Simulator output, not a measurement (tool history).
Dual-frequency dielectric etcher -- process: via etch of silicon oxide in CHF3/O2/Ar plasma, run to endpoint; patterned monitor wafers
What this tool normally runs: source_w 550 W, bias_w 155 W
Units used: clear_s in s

| run | hour | source_w | bias_w | incoming incoming film thickness, nm | clear_s |
|---|---|---|---|---|---|
| 1 | 0 | 640 | 126 | 527.4 | 250.2 |
| 2 | 24.1 | 640 | 126 | 531.6 | 252.6 |
| 3 | 50.6 | 550 | 155 | 530.3 | 257.2 |
| 4 | 81.3 | 550 | 155 | 540.2 | 257.4 |
| 5 | 152.1 | 550 | 165 | 529.4 | 250 |
| 6 | 209.8 | 550 | 165 | 531.5 | 254.8 |
| 7 | 280.5 | 550 | 165 | 530.3 | 254 |
| 8 | 313.2 | 480 | 155 | 524.2 | 273.9 |
| 9 | 347.7 | 550 | 155 | 529.2 | 256.7 |
| 10 | 398.1 | 550 | 155 | 524.7 | 254.8 |
|  | 424.1 | bias power generator calibrated |
| 11 | 433.4 | 550 | 155 | 531.9 | 257.9 |
| 12 | 460.8 | 550 | 155 | 531.5 | 257.6 |
| 13 | 505.6 | 550 | 118 | 531.7 | 277 |
|  | 562.7 | wet clean of the chamber |
| 14 | 563.2 | 500 | 187 | 533.3 | 260.3 |
|  | 599.3 | upper electrode replaced |
| 15 | 599.8 | 550 | 155 | 536 | 263.7 |
| 16 | 629.4 | 550 | 165 | 534.8 | 254.7 |
| 17 | 669.8 | 440 | 140 | 528.7 | 296.1 |
| 18 | 701 | 660 | 187 | 534.4 | 222.8 |
|  | 724 | source power generator calibrated |
| 19 | 742.1 | 680 | 170 | 532.2 | 226.1 |
| 20 | 850.9 | 660 | 179 | 531.3 | 225.3 |
| 21 | 986.9 | 660 | 131 | 529.3 | 244.4 |
| 22 | 1017.2 | 510 | 176 | 530.3 | 259.4 |
| 23 | 1054.8 | 550 | 165 | 531.1 | 252.5 |

What the log doesn't show, run by run:
etch rate over this chamber's usual, %: 0 across all the runs
source power that arrives over what is set, %: 0 across all the runs
bias power that arrives over what is set, %: 0 across all the runs
